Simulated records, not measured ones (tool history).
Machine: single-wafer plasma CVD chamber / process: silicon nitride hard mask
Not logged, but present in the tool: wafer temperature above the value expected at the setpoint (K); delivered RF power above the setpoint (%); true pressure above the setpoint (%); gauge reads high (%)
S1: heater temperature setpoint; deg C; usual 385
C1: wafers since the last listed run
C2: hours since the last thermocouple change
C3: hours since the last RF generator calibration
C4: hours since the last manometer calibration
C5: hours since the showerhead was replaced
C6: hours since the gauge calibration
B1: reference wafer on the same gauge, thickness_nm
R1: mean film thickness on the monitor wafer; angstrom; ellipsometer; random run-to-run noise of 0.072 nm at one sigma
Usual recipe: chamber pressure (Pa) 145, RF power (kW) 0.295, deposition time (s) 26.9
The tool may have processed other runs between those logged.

run 1 day=0 | S1=385 chamber_pressure_(Pa)=145 RF_power_(kW)=0.295 deposition_time_(s)=26.9 | C1=0 C2=705.6 C3=238.5 C4=1489.4 C5=6265.9 C6=976.2 | B1=27.178 | R1=281.15
run 2 day=1.121 | S1=385 chamber_pressure_(Pa)=145 RF_power_(kW)=0.295 deposition_time_(s)=26.9 | C1=497 C2=732.5 C3=265.4 C4=1516.3 C5=6292.8 C6=1003.1 | B1=27.192 | R1=279.86
-- day=7.446 gauge calibrated
run 3 day=9.662 | S1=385 chamber_pressure_(Pa)=145 RF_power_(kW)=0.295 deposition_time_(s)=26.9 | C1=3789 C2=937.5 C3=470.4 C4=1721.3 C5=6497.8 C6=53.2 | B1=27.207 | R1=278.65
run 4 day=10.783 | S1=385 chamber_pressure_(Pa)=145 RF_power_(kW)=0.295 deposition_time_(s)=26.9 | C1=497 C2=964.4 C3=497.3 C4=1748.2 C5=6524.7 C6=80.1 | B1=27.199 | R1=279.21
run 5 day=13.429 | S1=385 chamber_pressure_(Pa)=145 RF_power_(kW)=0.295 deposition_time_(s)=26.9 | C1=1173 C2=1027.9 C3=560.8 C4=1811.7 C5=6588.2 C6=143.6 | B1=27.182 | R1=277.74
run 6 day=15.838 | S1=385 chamber_pressure_(Pa)=145 RF_power_(kW)=0.295 deposition_time_(s)=26.9 | C1=1068 C2=1085.7 C3=618.6 C4=1869.5 C5=6646 C6=201.4 | B1=27.191 | R1=278.94
run 7 day=17.367 | S1=385 chamber_pressure_(Pa)=145 RF_power_(kW)=0.295 deposition_time_(s)=26.9 | C1=678 C2=1122.4 C3=655.3 C4=1906.2 C5=6682.7 C6=238.1 | B1=27.189 | R1=278.09
run 8 day=18.596 | S1=385 chamber_pressure_(Pa)=145 RF_power_(kW)=0.295 deposition_time_(s)=26.9 | C1=545 C2=1151.9 C3=684.8 C4=1935.7 C5=6712.2 C6=267.6 | B1=27.194 | R1=276.12
run 9 day=20.646 | S1=385 chamber_pressure_(Pa)=145 RF_power_(kW)=0.295 deposition_time_(s)=26.9 | C1=909 C2=1201.1 C3=734 C4=1984.9 C5=6761.4 C6=316.8 | B1=27.194 | R1=277.04
run 10 day=22.042 | S1=385 chamber_pressure_(Pa)=145 RF_power_(kW)=0.295 deposition_time_(s)=26.9 | C1=619 C2=1234.6 C3=767.5 C4=2018.4 C5=6794.9 C6=350.3 | B1=27.197 | R1=274.85
run 11 day=24.404 | S1=385 chamber_pressure_(Pa)=145 RF_power_(kW)=0.295 deposition_time_(s)=26.9 | C1=1048 C2=1291.3 C3=824.2 C4=2075.1 C5=6851.6 C6=407 | B1=27.229 | R1=273.97
-- day=29.046 RF generator calibrated
run 12 day=29.567 | S1=385 chamber_pressure_(Pa)=145 RF_power_(kW)=0.295 deposition_time_(s)=28.7 | C1=2142 C2=1415.2 C3=12.5 C4=2199 C5=6975.5 C6=530.9 | B1=27.205 | R1=299.87

Expected results for the next run?
-- day=30.262 showerhead replaced
run 13 day=32.158 | S1=389 chamber_pressure_(Pa)=173 RF_power_(kW)=0.35 deposition_time_(s)=26.9 | C1=1001 C2=1477.4 C3=74.7 C4=2261.2 C5=45.5 C6=593.1 | B1=? | R1=?

B1: 27.191
R1: 328.53 angstrom
With no hidden state in the tool, this same run would have given R1 330.09 angstrom.
